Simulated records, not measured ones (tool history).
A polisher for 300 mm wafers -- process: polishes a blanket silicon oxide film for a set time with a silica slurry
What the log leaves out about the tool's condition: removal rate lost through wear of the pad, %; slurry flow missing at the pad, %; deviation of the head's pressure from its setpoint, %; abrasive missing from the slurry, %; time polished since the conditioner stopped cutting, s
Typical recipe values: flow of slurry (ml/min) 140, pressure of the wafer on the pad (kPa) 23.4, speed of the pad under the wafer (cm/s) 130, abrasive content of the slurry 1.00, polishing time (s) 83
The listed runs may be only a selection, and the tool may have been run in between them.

| run | hour | flow of slurry (ml/min) | pressure of the wafer on the pad (kPa) | speed of the pad under the wafer (cm/s) | abrasive content of the slurry | polishing time (s) | wafers since the last listed run | wafers polished on this pad | hours since the slurry nozzle was cleaned | hours since the head pressure was calibrated | hours since the slurry blender was calibrated | hours since the conditioning disc was replaced | incoming thickness of the incoming film, nm | film removed (Å) |
|---|---|---|---|---|---|---|---|---|---|---|---|---|---|---|
| 1 | 0.0 | 140 | 23.4 | 130 | 1.00 | 83 | 0 | 1477 | 608.8 | 1061.2 | 19.1 | 414.3 | 1165.4 | 2463 |
|  | 2.0 | head pressure recalibrated |
|  | 51.1 | conditioning disc replaced and pad reconditioned |
| 2 | 59.7 | 140 | 23.4 | 130 | 1.00 | 83 | 512 | 1990 | 668.5 | 57.7 | 78.8 | 8.6 | 1203.9 | 2492 |
| 3 | 121.3 | 140 | 23.4 | 130 | 1.00 | 83 | 567 | 2557 | 730.1 | 119.3 | 140.4 | 70.2 | 1192.4 | 2483 |
| 4 | 152.9 | 165 | 25.5 | 130 | 0.85 | 83 | 290 | 2848 | 761.7 | 150.9 | 172.0 | 101.8 | 1194.7 | 2446 |
| 5 | 209.8 | 140 | 23.4 | 116 | 1.25 | 83 | 523 | 3371 | 818.6 | 207.8 | 228.9 | 158.7 | 1185.9 | 2429 |
|  | 232.0 | slurry nozzle cleaned |
| 6 | 277.5 | 140 | 23.4 | 130 | 1.15 | 83 | 614 | 3986 | 45.5 | 275.5 | 296.6 | 226.4 | 1175.3 | 2538 |
| 7 | 315.6 | 140 | 15.9 | 130 | 1.00 | 66 | 350 | 4336 | 83.6 | 313.6 | 334.7 | 264.5 | 1194.8 | 1410 |
|  | 362.9 | worn pad replaced by a new one |
| 8 | 386.3 | 140 | 23.4 | 130 | 1.00 | 83 | 614 | 215 | 154.3 | 384.3 | 405.4 | 335.2 | 1203.4 | 2452 |
| 9 | 455.3 | 110 | 28.3 | 88 | 0.85 | 83 | 635 | 850 | 223.3 | 453.3 | 474.4 | 404.2 | 1188.0 | 1897 |
|  | 477.8 | slurry blender recalibrated |
|  | 491.0 | conditioning disc replaced and pad reconditioned |
| 10 | 494.2 | 140 | 29.6 | 130 | 1.00 | 83 | 321 | 1172 | 262.2 | 492.2 | 16.4 | 3.2 | 1202.2 | 2997 |
| 11 | 526.3 | 120 | 23.4 | 158 | 1.15 | 65 | 295 | 1467 | 294.3 | 524.3 | 48.5 | 35.3 | 1201.2 | 2436 |
| 12 | 597.0 | 170 | 17.2 | 130 | 0.90 | 66 | 650 | 2118 | 365.0 | 595.0 | 119.2 | 106.0 | 1189.9 | 1485 |
| 13 | 632.5 | 115 | 23.4 | 108 | 0.85 | 64 | 326 | 2445 | 400.5 | 630.5 | 154.7 | 141.5 | 1187.0 | 1429 |
| 14 | 699.2 | 140 | 16.5 | 130 | 1.00 | 108 | 614 | 3059 | 467.2 | 697.2 | 221.4 | 208.2 | 1177.0 | 2457 |
| 15 | 735.0 | 140 | 20.0 | 130 | 1.00 | 83 | 329 | 3388 | 503.0 | 733.0 | 257.2 | 244.0 | 1187.3 | 2088 |
| 16 | 795.5 | 140 | 23.4 | 130 | 1.10 | 83 | 556 | 3945 | 563.5 | 793.5 | 317.7 | 304.5 | 1187.6 | 2502 |
| 17 | 853.3 | 140 | 15.9 | 158 | 1.20 | 72 | 532 | 4477 | 621.3 | 851.3 | 375.5 | 362.3 | 1209.5 | 1950 |
|  | 912.4 | worn pad replaced by a new one |
| 18 | 921.3 | 140 | 26.9 | 130 | 1.20 | 83 | 589 | 82 | 689.3 | 919.3 | 443.5 | 430.3 | 1202.5 | 3170 |
| 19 | 958.9 | 120 | 23.4 | 130 | 0.75 | 83 | 346 | 428 | 726.9 | 956.9 | 481.1 | 467.9 | 1192.6 | 2110 |
| 20 | 985.4 | 140 | 23.4 | 130 | 1.00 | 55 | 243 | 672 | 753.4 | 983.4 | 507.6 | 494.4 | 1180.6 | 1669 |
|  | 1034.9 | slurry blender recalibrated |
|  | 1047.1 | conditioning disc replaced and pad reconditioned |
| 21 | 1053.0 | 140 | 25.5 | 160 | 1.15 | 83 | 585 | 1257 | 821.0 | 1051.0 | 18.1 | 5.9 | 1210.1 | 3346 |
|  | 1059.7 | slurry nozzle cleaned |
| 22 | 1079.7 | 140 | 23.4 | 130 | 1.00 | 83 | 236 | 1494 | 20.0 | 1077.7 | 44.8 | 32.6 | 1197.5 | 2463 |
| 23 | 1115.1 | 140 | 23.4 | 162 | 1.00 | 83 | 325 | 1820 | 55.4 | 1113.1 | 80.2 | 68.0 | 1203.2 | 2961 |
| 24 | 1185.4 | 160 | 23.4 | 130 | 1.00 | 93 | 647 | 2467 | 125.7 | 1183.4 | 150.5 | 138.3 | 1201.6 | 2764 |
|  | 1233.9 | head pressure recalibrated |
| 25 | 1234.4 | 140 | 23.4 | 130 | 1.00 | 83 | 432 | 2900 | 174.7 | 0.5 | 199.5 | 187.3 | 1191.6 | 2451 |

Estimate the outcome of run 26 from the log above:
| 26 | 1271.5 | 155 | 20.0 | 108 | 1.00 | 83 | 341 | 3241 | 211.8 | 37.6 | 236.6 | 224.4 | 1186.1 | ? |

Run 26 gave film removed (Å) 1866.
The same run, on a tool lacking any hidden state, would have yielded film removed (Å) 1958.
